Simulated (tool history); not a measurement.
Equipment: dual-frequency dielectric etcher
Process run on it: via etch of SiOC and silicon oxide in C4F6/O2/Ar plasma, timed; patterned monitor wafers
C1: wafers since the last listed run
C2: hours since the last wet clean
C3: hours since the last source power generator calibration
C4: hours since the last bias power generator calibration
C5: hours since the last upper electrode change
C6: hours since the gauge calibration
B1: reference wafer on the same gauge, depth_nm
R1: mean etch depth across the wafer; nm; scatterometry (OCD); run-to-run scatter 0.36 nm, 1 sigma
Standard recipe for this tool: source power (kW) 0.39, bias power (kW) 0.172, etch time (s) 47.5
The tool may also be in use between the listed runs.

run 1 hour=0 | source_power_(kW)=0.39 bias_power_(kW)=0.172 etch_time_(s)=38 | C1=0 C2=62.6 C3=3715.3 C4=2522.4 C5=2054.1 C6=355.9 | B1=54.3 | R1=46.2
run 2 hour=48.9 | source_power_(kW)=0.39 bias_power_(kW)=0.172 etch_time_(s)=38 | C1=455 C2=111.5 C3=3764.2 C4=2571.3 C5=2103 C6=404.8 | B1=54.5 | R1=45.8
run 3 hour=160.5 | source_power_(kW)=0.39 bias_power_(kW)=0.172 etch_time_(s)=47.5 | C1=1039 C2=223.1 C3=3875.8 C4=2682.9 C5=2214.6 C6=516.4 | B1=54.6 | R1=57.3
run 4 hour=217.6 | source_power_(kW)=0.39 bias_power_(kW)=0.172 etch_time_(s)=47.5 | C1=531 C2=280.2 C3=3932.9 C4=2740 C5=2271.7 C6=573.5 | B1=54.9 | R1=57.7
run 5 hour=267.8 | source_power_(kW)=0.39 bias_power_(kW)=0.172 etch_time_(s)=47.5 | C1=467 C2=330.4 C3=3983.1 C4=2790.2 C5=2321.9 C6=623.7 | B1=54.8 | R1=58.8
run 6 hour=295.4 | source_power_(kW)=0.39 bias_power_(kW)=0.172 etch_time_(s)=47.5 | C1=257 C2=358 C3=4010.7 C4=2817.8 C5=2349.5 C6=651.3 | B1=55.1 | R1=58.6
-- hour=349 gauge calibrated
run 7 hour=360.2 | source_power_(kW)=0.39 bias_power_(kW)=0.172 etch_time_(s)=47.5 | C1=603 C2=422.8 C3=4075.5 C4=2882.6 C5=2414.3 C6=11.2 | B1=53.6 | R1=56.1
-- hour=375.9 source power generator calibrated
-- hour=386.6 wet clean of the chamber
run 8 hour=400 | source_power_(kW)=0.39 bias_power_(kW)=0.172 etch_time_(s)=47.5 | C1=234 C2=13.4 C3=24.1 C4=2922.4 C5=2454.1 C6=51 | B1=53.6 | R1=57.2
-- hour=465.2 upper electrode replaced
run 9 hour=465.7 | source_power_(kW)=0.39 bias_power_(kW)=0.189 etch_time_(s)=47.5 | C1=388 C2=79.1 C3=89.8 C4=2988.1 C5=0.5 C6=116.7 | B1=53.6 | R1=57.8
run 10 hour=513.4 | source_power_(kW)=0.47 bias_power_(kW)=0.192 etch_time_(s)=47.5 | C1=444 C2=126.8 C3=137.5 C4=3035.8 C5=48.2 C6=164.4 | B1=53.8 | R1=63.8
run 11 hour=568.4 | source_power_(kW)=0.39 bias_power_(kW)=0.172 etch_time_(s)=53 | C1=512 C2=181.8 C3=192.5 C4=3090.8 C5=103.2 C6=219.4 | B1=53.9 | R1=63.3
-- hour=642.4 bias power generator calibrated
run 12 hour=653.3 | source_power_(kW)=0.39 bias_power_(kW)=0.172 etch_time_(s)=57 | C1=753 C2=266.7 C3=277.4 C4=10.9 C5=188.1 C6=304.3 | B1=54 | R1=68.3
run 13 hour=692.5 | source_power_(kW)=0.39 bias_power_(kW)=0.135 etch_time_(s)=47.5 | C1=365 C2=305.9 C3=316.6 C4=50.1 C5=227.3 C6=343.5 | B1=54.2 | R1=54.2
run 14 hour=723.8 | source_power_(kW)=0.39 bias_power_(kW)=0.172 etch_time_(s)=47.5 | C1=291 C2=337.2 C3=347.9 C4=81.4 C5=258.6 C6=374.8 | B1=54 | R1=57.7
run 15 hour=778.8 | source_power_(kW)=0.39 bias_power_(kW)=0.172 etch_time_(s)=34 | C1=512 C2=392.2 C3=402.9 C4=136.4 C5=313.6 C6=429.8 | B1=54.2 | R1=41.7
-- hour=848.2 wet clean of the chamber
run 16 hour=849.5 | source_power_(kW)=0.31 bias_power_(kW)=0.204 etch_time_(s)=47.5 | C1=434 C2=1.3 C3=473.6 C4=207.1 C5=384.3 C6=500.5 | B1=54.6 | R1=55
run 17 hour=887.5 | source_power_(kW)=0.3 bias_power_(kW)=0.215 etch_time_(s)=58 | C1=353 C2=39.3 C3=511.6 C4=245.1 C5=422.3 C6=538.5 | B1=54.5 | R1=67.9
run 18 hour=944.7 | source_power_(kW)=0.44 bias_power_(kW)=0.172 etch_time_(s)=58.5 | C1=532 C2=96.5 C3=568.8 C4=302.3 C5=479.5 C6=595.7 | B1=54.7 | R1=75.3
run 19 hour=992.9 | source_power_(kW)=0.39 bias_power_(kW)=0.172 etch_time_(s)=47.5 | C1=448 C2=144.7 C3=617 C4=350.5 C5=527.7 C6=643.9 | B1=54.9 | R1=58

Branching from run 19: 5 alternative next runs. What would each branch give?
run A hour=993.3 | source_power_(kW)=0.39 bias_power_(kW)=0.172 etch_time_(s)=47.5 | C1=3 C2=145.1 C3=617.4 C4=350.9 C5=528.1 C6=644.3 | B1=? | R1=?
run B hour=993.3 | source_power_(kW)=0.39 bias_power_(kW)=0.192 etch_time_(s)=53.5 | C1=3 C2=145.1 C3=617.4 C4=350.9 C5=528.1 C6=644.3 | B1=? | R1=?
run C hour=993.3 | source_power_(kW)=0.43 bias_power_(kW)=0.137 etch_time_(s)=58 | C1=3 C2=145.1 C3=617.4 C4=350.9 C5=528.1 C6=644.3 | B1=? | R1=?
run D hour=993.3 | source_power_(kW)=0.46 bias_power_(kW)=0.154 etch_time_(s)=47.5 | C1=3 C2=145.1 C3=617.4 C4=350.9 C5=528.1 C6=644.3 | B1=? | R1=?
run E hour=993.3 | source_power_(kW)=0.34 bias_power_(kW)=0.172 etch_time_(s)=59 | C1=3 C2=145.1 C3=617.4 C4=350.9 C5=528.1 C6=644.3 | B1=? | R1=?

run=A B1=54.9 R1=57.5
run=B B1=54.9 R1=66.6
run=C B1=54.9 R1=69.2
run=D B1=54.9 R1=59.9
run=E B1=54.9 R1=67.6
Take away the tool's hidden state, keep each run's random variation, and the runs would have read:
run=A R1=56
run=B R1=64.9
run=C R1=67.4
run=D R1=58.3
run=E R1=65.8

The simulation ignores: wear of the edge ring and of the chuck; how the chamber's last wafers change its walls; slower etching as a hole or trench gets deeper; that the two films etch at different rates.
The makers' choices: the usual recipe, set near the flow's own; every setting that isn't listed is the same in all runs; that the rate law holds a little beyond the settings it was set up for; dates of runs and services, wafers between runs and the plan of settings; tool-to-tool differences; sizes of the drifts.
